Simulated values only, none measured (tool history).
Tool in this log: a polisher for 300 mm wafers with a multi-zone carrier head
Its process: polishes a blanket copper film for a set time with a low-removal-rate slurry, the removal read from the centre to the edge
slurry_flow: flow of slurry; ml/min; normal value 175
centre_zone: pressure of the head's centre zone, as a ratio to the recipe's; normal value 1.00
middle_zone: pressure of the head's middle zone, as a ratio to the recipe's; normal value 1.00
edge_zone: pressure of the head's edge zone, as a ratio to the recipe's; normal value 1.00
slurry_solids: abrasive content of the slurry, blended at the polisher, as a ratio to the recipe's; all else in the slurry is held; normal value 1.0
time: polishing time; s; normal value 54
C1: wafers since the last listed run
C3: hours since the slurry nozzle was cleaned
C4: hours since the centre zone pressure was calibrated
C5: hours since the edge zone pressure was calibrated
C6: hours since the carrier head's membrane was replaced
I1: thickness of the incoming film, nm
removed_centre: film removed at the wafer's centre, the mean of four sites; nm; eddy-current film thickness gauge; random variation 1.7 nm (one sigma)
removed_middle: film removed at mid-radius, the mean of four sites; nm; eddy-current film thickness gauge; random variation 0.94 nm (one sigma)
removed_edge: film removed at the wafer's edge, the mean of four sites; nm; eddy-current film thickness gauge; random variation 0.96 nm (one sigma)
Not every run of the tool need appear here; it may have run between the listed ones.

{"run": 1, "day": 0.0, "slurry_flow": 175, "centre_zone": 1.0, "middle_zone": 1.0, "edge_zone": 1.0, "slurry_solids": 1.0, "time": 54, "C1": 0, "wafers polished on this pad": 483, "C3": 495.7, "C4": 72.9, "C5": 471.7, "C6": 1010.7, "I1": 1108.5, "removed_centre": 131.6, "removed_middle": 133.0, "removed_edge": 129.9}
{"run": 2, "day": 2.896, "slurry_flow": 175, "centre_zone": 1.0, "middle_zone": 1.0, "edge_zone": 1.0, "slurry_solids": 1.0, "time": 54, "C1": 699, "wafers polished on this pad": 1182, "C3": 565.2, "C4": 142.4, "C5": 541.2, "C6": 1080.2, "I1": 1115.6, "removed_centre": 126.1, "removed_middle": 126.8, "removed_edge": 127.7}
{"run": 3, "day": 4.592, "slurry_flow": 175, "centre_zone": 1.0, "middle_zone": 1.0, "edge_zone": 1.0, "slurry_solids": 1.0, "time": 48, "C1": 409, "wafers polished on this pad": 1592, "C3": 605.9, "C4": 183.1, "C5": 581.9, "C6": 1120.9, "I1": 1125.2, "removed_centre": 107.5, "removed_middle": 110.4, "removed_edge": 109.6}
{"day": 6.254, "done": "worn pad replaced by a new one"}
{"run": 4, "day": 6.721, "slurry_flow": 175, "centre_zone": 1.0, "middle_zone": 1.0, "edge_zone": 1.0, "slurry_solids": 1.0, "time": 54, "C1": 473, "wafers polished on this pad": 112, "C3": 657.0, "C4": 234.2, "C5": 633.0, "C6": 1172.0, "I1": 1112.4, "removed_centre": 131.8, "removed_middle": 137.6, "removed_edge": 135.0}
{"run": 5, "day": 9.362, "slurry_flow": 175, "centre_zone": 1.0, "middle_zone": 1.0, "edge_zone": 1.0, "slurry_solids": 1.0, "time": 54, "C1": 637, "wafers polished on this pad": 750, "C3": 720.4, "C4": 297.6, "C5": 696.4, "C6": 1235.4, "I1": 1111.9, "removed_centre": 124.3, "removed_middle": 131.1, "removed_edge": 128.7}
{"run": 6, "day": 11.279, "slurry_flow": 175, "centre_zone": 1.0, "middle_zone": 1.0, "edge_zone": 1.0, "slurry_solids": 1.0, "time": 54, "C1": 462, "wafers polished on this pad": 1213, "C3": 766.4, "C4": 343.6, "C5": 742.4, "C6": 1281.4, "I1": 1116.9, "removed_centre": 120.8, "removed_middle": 129.1, "removed_edge": 125.4}
{"day": 11.792, "done": "slurry nozzle cleaned"}
{"run": 7, "day": 13.683, "slurry_flow": 175, "centre_zone": 1.0, "middle_zone": 1.0, "edge_zone": 1.0, "slurry_solids": 1.2, "time": 54, "C1": 570, "wafers polished on this pad": 1783, "C3": 45.4, "C4": 401.3, "C5": 800.1, "C6": 1339.1, "I1": 1115.4, "removed_centre": 115.1, "removed_middle": 126.8, "removed_edge": 124.9}
{"day": 14.775, "done": "worn pad replaced by a new one"}
{"run": 8, "day": 16.417, "slurry_flow": 175, "centre_zone": 1.0, "middle_zone": 1.0, "edge_zone": 1.09, "slurry_solids": 1.0, "time": 54, "C1": 619, "wafers polished on this pad": 396, "C3": 111.0, "C4": 466.9, "C5": 865.7, "C6": 1404.7, "I1": 1108.6, "removed_centre": 118.9, "removed_middle": 132.7, "removed_edge": 136.8}
{"day": 17.042, "done": "centre zone pressure recalibrated"}
{"run": 9, "day": 18.371, "slurry_flow": 175, "centre_zone": 1.0, "middle_zone": 1.0, "edge_zone": 1.0, "slurry_solids": 1.0, "time": 54, "C1": 451, "wafers polished on this pad": 848, "C3": 157.9, "C4": 31.9, "C5": 912.6, "C6": 1451.6, "I1": 1116.8, "removed_centre": 129.4, "removed_middle": 129.5, "removed_edge": 128.4}
{"run": 10, "day": 20.367, "slurry_flow": 175, "centre_zone": 1.0, "middle_zone": 1.0, "edge_zone": 0.94, "slurry_solids": 1.0, "time": 41, "C1": 481, "wafers polished on this pad": 1330, "C3": 205.8, "C4": 79.8, "C5": 960.5, "C6": 1499.5, "I1": 1133.0, "removed_centre": 96.5, "removed_middle": 94.7, "removed_edge": 90.6}
{"day": 21.362, "done": "worn pad replaced by a new one"}
{"run": 11, "day": 22.671, "slurry_flow": 230, "centre_zone": 0.92, "middle_zone": 1.0, "edge_zone": 0.9, "slurry_solids": 1.1, "time": 54, "C1": 516, "wafers polished on this pad": 315, "C3": 261.1, "C4": 135.1, "C5": 1015.8, "C6": 1554.8, "I1": 1115.6, "removed_centre": 128.5, "removed_middle": 139.1, "removed_edge": 128.7}
{"run": 12, "day": 25.525, "slurry_flow": 175, "centre_zone": 1.0, "middle_zone": 0.88, "edge_zone": 1.0, "slurry_solids": 1.0, "time": 37, "C1": 689, "wafers polished on this pad": 1004, "C3": 329.6, "C4": 203.6, "C5": 1084.3, "C6": 1623.3, "I1": 1125.7, "removed_centre": 86.8, "removed_middle": 79.0, "removed_edge": 86.4}
{"day": 28.362, "done": "edge zone pressure recalibrated"}
{"run": 13, "day": 28.383, "slurry_flow": 175, "centre_zone": 1.05, "middle_zone": 1.0, "edge_zone": 0.93, "slurry_solids": 1.0, "time": 54, "C1": 669, "wafers polished on this pad": 1674, "C3": 398.2, "C4": 272.2, "C5": 0.5, "C6": 1691.9, "I1": 1113.4, "removed_centre": 128.6, "removed_middle": 121.7, "removed_edge": 116.2}
{"day": 29.738, "done": "worn pad replaced by a new one"}
{"day": 29.967, "done": "carrier head's membrane replaced by a new one"}
{"run": 14, "day": 34.938, "slurry_flow": 175, "centre_zone": 1.0, "middle_zone": 1.0, "edge_zone": 1.0, "slurry_solids": 1.0, "time": 54, "C1": 1491, "wafers polished on this pad": 1205, "C3": 555.5, "C4": 429.5, "C5": 157.8, "C6": 119.3, "I1": 1111.5, "removed_centre": 115.8, "removed_middle": 125.8, "removed_edge": 124.4}
{"day": 35.788, "done": "centre zone pressure recalibrated"}
{"day": 36.792, "done": "worn pad replaced by a new one"}
{"run": 15, "day": 37.542, "slurry_flow": 230, "centre_zone": 1.0, "middle_zone": 1.0, "edge_zone": 1.0, "slurry_solids": 1.0, "time": 48, "C1": 568, "wafers polished on this pad": 181, "C3": 618.0, "C4": 42.1, "C5": 220.3, "C6": 181.8, "I1": 1120.5, "removed_centre": 124.8, "removed_middle": 123.8, "removed_edge": 119.1}

Forecast each of these 5 alternatives for the next run:
{"run": "A", "day": 37.558, "slurry_flow": 175, "centre_zone": 1.0, "middle_zone": 1.0, "edge_zone": 1.0, "slurry_solids": 1.0, "time": 54, "C1": 4, "wafers polished on this pad": 185, "C3": 618.4, "C4": 42.5, "C5": 220.7, "C6": 182.2, "I1": 1132.7, "removed_centre": "?", "removed_middle": "?", "removed_edge": "?"}
{"run": "B", "day": 37.558, "slurry_flow": 205, "centre_zone": 1.08, "middle_zone": 1.0, "edge_zone": 1.0, "slurry_solids": 1.0, "time": 54, "C1": 4, "wafers polished on this pad": 185, "C3": 618.4, "C4": 42.5, "C5": 220.7, "C6": 182.2, "I1": 1132.7, "removed_centre": "?", "removed_middle": "?", "removed_edge": "?"}
{"run": "C", "day": 37.558, "slurry_flow": 125, "centre_zone": 1.0, "middle_zone": 1.0, "edge_zone": 1.0, "slurry_solids": 1.0, "time": 54, "C1": 4, "wafers polished on this pad": 185, "C3": 618.4, "C4": 42.5, "C5": 220.7, "C6": 182.2, "I1": 1132.7, "removed_centre": "?", "removed_middle": "?", "removed_edge": "?"}
{"run": "D", "day": 37.558, "slurry_flow": 175, "centre_zone": 1.0, "middle_zone": 1.11, "edge_zone": 0.95, "slurry_solids": 1.0, "time": 54, "C1": 4, "wafers polished on this pad": 185, "C3": 618.4, "C4": 42.5, "C5": 220.7, "C6": 182.2, "I1": 1132.7, "removed_centre": "?", "removed_middle": "?", "removed_edge": "?"}
{"run": "E", "day": 37.558, "slurry_flow": 120, "centre_zone": 1.0, "middle_zone": 1.0, "edge_zone": 0.96, "slurry_solids": 1.0, "time": 54, "C1": 4, "wafers polished on this pad": 185, "C3": 618.4, "C4": 42.5, "C5": 220.7, "C6": 182.2, "I1": 1132.7, "removed_centre": "?", "removed_middle": "?", "removed_edge": "?"}

run=A removed_centre=131.5 removed_middle=133.5 removed_edge=133.2
run=B removed_centre=144.8 removed_middle=135.8 removed_edge=134.9
run=C removed_centre=125.7 removed_middle=128.3 removed_edge=129.5
run=D removed_centre=131.6 removed_middle=145.9 removed_edge=129.8
run=E removed_centre=125.0 removed_middle=127.7 removed_edge=126.5
Take away the tool's hidden state, keep each run's random variation, and the runs would have read:
run=A removed_centre=134.7 removed_middle=138.3 removed_edge=138.0
run=B removed_centre=148.4 removed_middle=140.7 removed_edge=139.8
run=C removed_centre=128.8 removed_middle=133.0 removed_edge=134.1
run=D removed_centre=134.8 removed_middle=151.2 removed_edge=134.5
run=E removed_centre=128.1 removed_middle=132.3 removed_edge=131.1

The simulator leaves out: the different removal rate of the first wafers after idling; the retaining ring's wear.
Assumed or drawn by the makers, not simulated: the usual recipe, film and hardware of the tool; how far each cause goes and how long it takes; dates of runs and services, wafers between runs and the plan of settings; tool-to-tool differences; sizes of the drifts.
